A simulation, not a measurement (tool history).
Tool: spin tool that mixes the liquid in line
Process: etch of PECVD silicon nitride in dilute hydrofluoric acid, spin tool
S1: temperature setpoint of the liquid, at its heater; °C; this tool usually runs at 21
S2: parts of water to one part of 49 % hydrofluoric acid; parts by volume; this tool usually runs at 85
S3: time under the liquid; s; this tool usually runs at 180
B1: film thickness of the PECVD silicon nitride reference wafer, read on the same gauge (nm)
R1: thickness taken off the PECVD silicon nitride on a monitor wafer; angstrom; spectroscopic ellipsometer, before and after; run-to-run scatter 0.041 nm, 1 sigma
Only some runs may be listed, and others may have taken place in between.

run   hour    S1   S2   S3      B1     R1
  1      0    21   95  180     110   47.6
  2   17.8    21   95  180     110   47.4
  3   39.3    21   95  180  110.01   47.7
  4   55.6    21   75  180  110.01   60.2
  5   78.3    21   85  180  110.01   53.3
  6   99.1    21   85  180  109.98   53.3
  7  134.1    21   85  180     110   53.7
  8  156.6    21   85  180  109.98   53.2
  9  171.7    21   85  180  109.99   52.9
 10  197.9    21   85  180     110   52.8
 11  213.2  24.5   85  210  110.01     78
 12  235.6    21   55  180  110.02     82
 13  257.3    21   85  180  110.01   53.2
 14  277.4    21   65  235  110.02   91.7
 15  299.5    21   65  235  110.01   90.7
 16  318.5  19.5   50   85  109.98   38.1
 17  343.8    21   85  180     110   53.4
 18  360.3  24.5   70  210  110.02   94.8
 19  383.4    23   55  125  110.01   64.9
 20    410    19   60   90  110.01   33.1
 21  431.9    25   70  240     110  112.3
 22  463.9  25.5  110  180     110   56.1
 23  494.2    25   85  180  109.99   69.7
 24  506.9    24   85  150     110   54.6
 25  528.2  18.5  110  180     110   35.1
 26  561.4    21  105  100     110     24
 27  582.9    21   85  180     110   53.7
 28  605.1  18.5  110  180  109.99   34.7
 29    636    21   55  230  109.99  104.4
 30  651.3    17   85  180     110   40.4
 31    671  23.5   60   80  109.99   39.6

The log once held 3 entries between its listed runs, left out of this copy. Where does each go, and what is different about the tool's unlogged condition between the listed run before it and the listed run after it?
Logged between run 12 and run 13: thermometer replaced (hour 241.3)
  nothing in the hidden state changes from one run to the other
Logged between run 16 and run 17: hydrofluoric acid flow meter replaced (hour 328.5)
  nothing in the hidden state changes from one run to the other
Logged between run 21 and run 22: gauge calibrated (hour 450.6)
  nothing in the hidden state changes from one run to the other
